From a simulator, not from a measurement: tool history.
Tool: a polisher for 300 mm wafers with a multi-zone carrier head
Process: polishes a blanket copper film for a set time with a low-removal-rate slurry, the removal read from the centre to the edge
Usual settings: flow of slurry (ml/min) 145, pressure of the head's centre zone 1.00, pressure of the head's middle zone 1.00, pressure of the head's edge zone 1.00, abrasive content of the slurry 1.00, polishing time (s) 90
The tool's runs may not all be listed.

run	hour	flow of slurry (ml/min)	pressure of the head's centre zone	pressure of the head's middle zone	pressure of the head's edge zone	abrasive content of the slurry	polishing time (s)	incoming thickness of the incoming film, nm	film removed at the wafer's centre (Å)	film removed at mid-radius (Å)	film removed at the wafer's edge (Å)
1	0.0	145	1.00	1.00	1.00	1.00	70	1449.0	2751	2811	2756
2	136.3	145	1.00	1.00	1.00	1.00	90	1461.9	3457	3549	3574
3	187.5	125	0.94	1.00	1.10	1.00	90	1455.5	3059	3333	3601
4	263.0	115	0.90	1.00	1.00	0.85	104	1498.0	3145	3579	3645
5	308.4	145	0.94	1.00	1.00	1.00	115	1474.0	4014	4452	4475
6	378.6	145	1.00	1.00	1.00	1.00	90	1476.9	3384	3515	3542
7	430.4	145	1.00	0.97	1.08	1.00	90	1500.3	3357	3387	3644
8	459.9	145	1.00	1.00	1.00	1.00	90	1480.4	3109	3181	3320
9	502.5	145	1.00	1.00	1.00	1.00	90	1488.6	3109	3179	3255
10	561.9	145	1.04	0.91	1.00	1.00	90	1477.0	3853	3471	3645
11	603.8	145	1.07	1.00	1.00	1.15	76	1465.7	3501	3274	3266
12	663.1	145	1.04	0.96	1.00	1.10	61	1448.7	2604	2458	2546
13	717.6	145	1.00	1.00	1.10	1.20	90	1463.4	3816	3800	3848
14	744.7	145	1.07	1.00	1.00	1.15	76	1439.0	3312	3116	3104
15	774.5	145	1.00	1.00	1.00	1.00	90	1469.9	3498	3567	3624
16	828.2	160	1.09	1.00	1.00	1.00	90	1483.4	3843	3642	3584
17	863.7	145	1.00	1.00	1.00	1.00	90	1473.0	3285	3484	3448
18	903.8	145	1.00	1.00	0.93	1.00	109	1477.4	4020	4165	4050
19	975.6	145	1.00	1.09	1.00	1.00	90	1468.6	3355	3692	3422
20	1020.9	145	1.00	1.00	1.00	1.00	90	1465.1	3214	3343	3479
21	1051.7	115	0.89	1.00	1.00	1.00	90	1438.5	2458	2865	3104

Not shown: 7 entries that the log had between the listed runs. Between which runs, and how does the tool's hidden state differ before and after?
Between runs 1 and 2: worn pad replaced by a new one (hour 58.3)
  slurry flow missing at the pad, %: 24.1 -> 27.2
  measured less the result without the state, film removed at the wafer's centre (Å): -229 -> -343; film removed at mid-radius (Å): -204 -> -306; film removed at the wafer's edge (Å): -139 -> -211
Between runs 6 and 7: centre zone pressure recalibrated (hour 423.6)
  slurry flow missing at the pad, %: 29.8 -> 30.1
  measured less the result without the state, film removed at the wafer's centre (Å): -387 -> -390; film removed at mid-radius (Å): -348 -> -341; film removed at the wafer's edge (Å): -239 -> -250
Between runs 7 and 8: worn pad replaced by a new one, of another model than before (hour 451.6)
  slurry flow missing at the pad, %: 30.1 -> 30.3
  measured less the result without the state, film removed at the wafer's centre (Å): -390 -> -747; film removed at mid-radius (Å): -341 -> -650; film removed at the wafer's edge (Å): -250 -> -442
Between runs 8 and 9: carrier head's membrane replaced by a new one (hour 470.2)
  slurry flow missing at the pad, %: 30.3 -> 30.5
  measured less the result without the state, film removed at the wafer's centre (Å): -747 -> -757; film removed at mid-radius (Å): -650 -> -657; film removed at the wafer's edge (Å): -442 -> -439
Between runs 9 and 10: slurry nozzle cleaned (hour 509.1)
  slurry flow missing at the pad, %: 30.5 -> 5.5
  measured less the result without the state, film removed at the wafer's centre (Å): -757 -> -85; film removed at mid-radius (Å): -657 -> -67; film removed at the wafer's edge (Å): -439 -> -50
Between runs 11 and 12: edge zone pressure recalibrated (hour 614.9)
  slurry flow missing at the pad, %: 9.02 -> 13.1
  measured less the result without the state, film removed at the wafer's centre (Å): -136 -> -161; film removed at mid-radius (Å): -111 -> -133; film removed at the wafer's edge (Å): -78 -> -96
Between runs 17 and 18: worn pad replaced by a new one (hour 902.8)
  slurry flow missing at the pad, %: 21.5 -> 22.5
  measured less the result without the state, film removed at the wafer's centre (Å): -416 -> -551; film removed at mid-radius (Å): -382 -> -492; film removed at the wafer's edge (Å): -257 -> -324
